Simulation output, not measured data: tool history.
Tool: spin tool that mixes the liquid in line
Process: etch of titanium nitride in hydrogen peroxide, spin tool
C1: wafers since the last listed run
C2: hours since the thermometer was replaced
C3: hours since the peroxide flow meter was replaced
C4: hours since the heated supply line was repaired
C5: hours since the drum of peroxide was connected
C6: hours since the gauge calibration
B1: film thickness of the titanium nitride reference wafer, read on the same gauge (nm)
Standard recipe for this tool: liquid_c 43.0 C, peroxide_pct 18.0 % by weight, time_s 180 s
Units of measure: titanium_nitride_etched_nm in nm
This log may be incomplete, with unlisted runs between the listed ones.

{"run": 1, "hour": 0.0, "liquid_c": 43.0, "peroxide_pct": 18.0, "time_s": 180, "C1": 0, "C2": 899.8, "C3": 1632.4, "C4": 935.8, "C5": 1326.2, "C6": 119.8, "B1": 89.991, "titanium_nitride_etched_nm": 3.866}
{"run": 2, "hour": 8.1, "liquid_c": 43.0, "peroxide_pct": 18.0, "time_s": 180, "C1": 61, "C2": 907.9, "C3": 1640.5, "C4": 943.9, "C5": 1334.3, "C6": 127.9, "B1": 89.994, "titanium_nitride_etched_nm": 3.901}
{"run": 3, "hour": 16.7, "liquid_c": 43.0, "peroxide_pct": 18.0, "time_s": 180, "C1": 65, "C2": 916.5, "C3": 1649.1, "C4": 952.5, "C5": 1342.9, "C6": 136.5, "B1": 90.009, "titanium_nitride_etched_nm": 3.881}
{"run": 4, "hour": 22.9, "liquid_c": 43.0, "peroxide_pct": 18.0, "time_s": 180, "C1": 47, "C2": 922.7, "C3": 1655.3, "C4": 958.7, "C5": 1349.1, "C6": 142.7, "B1": 89.992, "titanium_nitride_etched_nm": 3.816}
{"run": 5, "hour": 33.2, "liquid_c": 43.0, "peroxide_pct": 18.0, "time_s": 180, "C1": 78, "C2": 933.0, "C3": 1665.6, "C4": 969.0, "C5": 1359.4, "C6": 153.0, "B1": 90.005, "titanium_nitride_etched_nm": 3.872}
{"run": 6, "hour": 45.1, "liquid_c": 43.0, "peroxide_pct": 18.0, "time_s": 180, "C1": 90, "C2": 944.9, "C3": 1677.5, "C4": 980.9, "C5": 1371.3, "C6": 164.9, "B1": 90.022, "titanium_nitride_etched_nm": 3.88}
{"run": 7, "hour": 59.3, "liquid_c": 43.0, "peroxide_pct": 18.0, "time_s": 180, "C1": 108, "C2": 959.1, "C3": 1691.7, "C4": 995.1, "C5": 1385.5, "C6": 179.1, "B1": 89.984, "titanium_nitride_etched_nm": 3.867}
{"run": 8, "hour": 65.9, "liquid_c": 43.0, "peroxide_pct": 18.0, "time_s": 180, "C1": 50, "C2": 965.7, "C3": 1698.3, "C4": 1001.7, "C5": 1392.1, "C6": 185.7, "B1": 90.008, "titanium_nitride_etched_nm": 3.849}
{"run": 9, "hour": 81.4, "liquid_c": 43.0, "peroxide_pct": 18.0, "time_s": 180, "C1": 118, "C2": 981.2, "C3": 1713.8, "C4": 1017.2, "C5": 1407.6, "C6": 201.2, "B1": 89.991, "titanium_nitride_etched_nm": 3.885}
{"run": 10, "hour": 93.7, "liquid_c": 43.0, "peroxide_pct": 18.0, "time_s": 225, "C1": 93, "C2": 993.5, "C3": 1726.1, "C4": 1029.5, "C5": 1419.9, "C6": 213.5, "B1": 89.992, "titanium_nitride_etched_nm": 4.815}
{"hour": 95.9, "done": "thermometer replaced"}
{"hour": 103.8, "done": "heated supply line repaired"}
{"run": 11, "hour": 104.3, "liquid_c": 43.0, "peroxide_pct": 18.0, "time_s": 225, "C1": 65, "C2": 8.4, "C3": 1736.7, "C4": 0.5, "C5": 1430.5, "C6": 224.1, "B1": 89.997, "titanium_nitride_etched_nm": 4.836}
{"run": 12, "hour": 109.1, "liquid_c": 43.0, "peroxide_pct": 18.0, "time_s": 180, "C1": 36, "C2": 13.2, "C3": 1741.5, "C4": 5.3, "C5": 1435.3, "C6": 228.9, "B1": 90.004, "titanium_nitride_etched_nm": 3.866}
{"run": 13, "hour": 118.1, "liquid_c": 35.0, "peroxide_pct": 23.0, "time_s": 95, "C1": 68, "C2": 22.2, "C3": 1750.5, "C4": 14.3, "C5": 1444.3, "C6": 237.9, "B1": 90.009, "titanium_nitride_etched_nm": 1.175}
{"hour": 124.4, "done": "new drum of peroxide connected"}
{"hour": 125.0, "done": "peroxide flow meter replaced"}
{"run": 14, "hour": 126.5, "liquid_c": 35.0, "peroxide_pct": 13.5, "time_s": 275, "C1": 52, "C2": 30.6, "C3": 1.5, "C4": 22.7, "C5": 2.1, "C6": 246.3, "B1": 90.012, "titanium_nitride_etched_nm": 2.998}
{"run": 15, "hour": 133.2, "liquid_c": 38.5, "peroxide_pct": 18.0, "time_s": 180, "C1": 51, "C2": 37.3, "C3": 8.2, "C4": 29.4, "C5": 8.8, "C6": 253.0, "B1": 90.009, "titanium_nitride_etched_nm": 2.739}
{"hour": 140.1, "done": "gauge calibrated"}
{"run": 16, "hour": 145.7, "liquid_c": 51.0, "peroxide_pct": 14.5, "time_s": 225, "C1": 95, "C2": 49.8, "C3": 20.7, "C4": 41.9, "C5": 21.3, "C6": 5.6, "B1": 90.005, "titanium_nitride_etched_nm": 8.3}
{"run": 17, "hour": 163.2, "liquid_c": 43.0, "peroxide_pct": 18.0, "time_s": 230, "C1": 133, "C2": 67.3, "C3": 38.2, "C4": 59.4, "C5": 38.8, "C6": 23.1, "B1": 89.997, "titanium_nitride_etched_nm": 4.946}
{"run": 18, "hour": 171.3, "liquid_c": 34.0, "peroxide_pct": 20.5, "time_s": 120, "C1": 61, "C2": 75.4, "C3": 46.3, "C4": 67.5, "C5": 46.9, "C6": 31.2, "B1": 90.008, "titanium_nitride_etched_nm": 1.326}
{"run": 19, "hour": 178.4, "liquid_c": 43.0, "peroxide_pct": 18.0, "time_s": 180, "C1": 54, "C2": 82.5, "C3": 53.4, "C4": 74.6, "C5": 54.0, "C6": 38.3, "B1": 89.998, "titanium_nitride_etched_nm": 3.847}
{"run": 20, "hour": 196.1, "liquid_c": 43.0, "peroxide_pct": 18.0, "time_s": 180, "C1": 135, "C2": 100.2, "C3": 71.1, "C4": 92.3, "C5": 71.7, "C6": 56.0, "B1": 90.008, "titanium_nitride_etched_nm": 3.882}
{"run": 21, "hour": 211.9, "liquid_c": 43.0, "peroxide_pct": 20.5, "time_s": 180, "C1": 120, "C2": 116.0, "C3": 86.9, "C4": 108.1, "C5": 87.5, "C6": 71.8, "B1": 90.012, "titanium_nitride_etched_nm": 3.985}
{"run": 22, "hour": 227.0, "liquid_c": 47.0, "peroxide_pct": 18.0, "time_s": 265, "C1": 115, "C2": 131.1, "C3": 102.0, "C4": 123.2, "C5": 102.6, "C6": 86.9, "B1": 90.0, "titanium_nitride_etched_nm": 7.683}
{"run": 23, "hour": 244.3, "liquid_c": 34.5, "peroxide_pct": 14.0, "time_s": 180, "C1": 131, "C2": 148.4, "C3": 119.3, "C4": 140.5, "C5": 119.9, "C6": 104.2, "B1": 90.018, "titanium_nitride_etched_nm": 1.888}
{"run": 24, "hour": 261.1, "liquid_c": 43.0, "peroxide_pct": 18.0, "time_s": 180, "C1": 128, "C2": 165.2, "C3": 136.1, "C4": 157.3, "C5": 136.7, "C6": 121.0, "B1": 89.988, "titanium_nitride_etched_nm": 3.875}
{"run": 25, "hour": 270.2, "liquid_c": 43.0, "peroxide_pct": 18.0, "time_s": 180, "C1": 69, "C2": 174.3, "C3": 145.2, "C4": 166.4, "C5": 145.8, "C6": 130.1, "B1": 90.003, "titanium_nitride_etched_nm": 3.856}
{"run": 26, "hour": 280.7, "liquid_c": 35.0, "peroxide_pct": 20.0, "time_s": 85, "C1": 80, "C2": 184.8, "C3": 155.7, "C4": 176.9, "C5": 156.3, "C6": 140.6, "B1": 89.984, "titanium_nitride_etched_nm": 1.006}

Each row is a separate what-if for the run after 26, all from the same tool condition, not one after another. Results?
{"run": "A", "hour": 281.2, "liquid_c": 43.0, "peroxide_pct": 22.0, "time_s": 180, "C1": 3, "C2": 185.3, "C3": 156.2, "C4": 177.4, "C5": 156.8, "C6": 141.1, "B1": "?", "titanium_nitride_etched_nm": "?"}
{"run": "B", "hour": 281.2, "liquid_c": 46.0, "peroxide_pct": 21.0, "time_s": 140, "C1": 3, "C2": 185.3, "C3": 156.2, "C4": 177.4, "C5": 156.8, "C6": 141.1, "B1": "?", "titanium_nitride_etched_nm": "?"}
{"run": "C", "hour": 281.2, "liquid_c": 34.0, "peroxide_pct": 16.0, "time_s": 150, "C1": 3, "C2": 185.3, "C3": 156.2, "C4": 177.4, "C5": 156.8, "C6": 141.1, "B1": "?", "titanium_nitride_etched_nm": "?"}

run=A B1=89.996 titanium_nitride_etched_nm=4.001
run=B B1=89.996 titanium_nitride_etched_nm=3.855
run=C B1=89.996 titanium_nitride_etched_nm=1.548
Without the tool's hidden state the same runs would have given:
run=A titanium_nitride_etched_nm=4.001
run=B titanium_nitride_etched_nm=3.855
run=C titanium_nitride_etched_nm=1.548
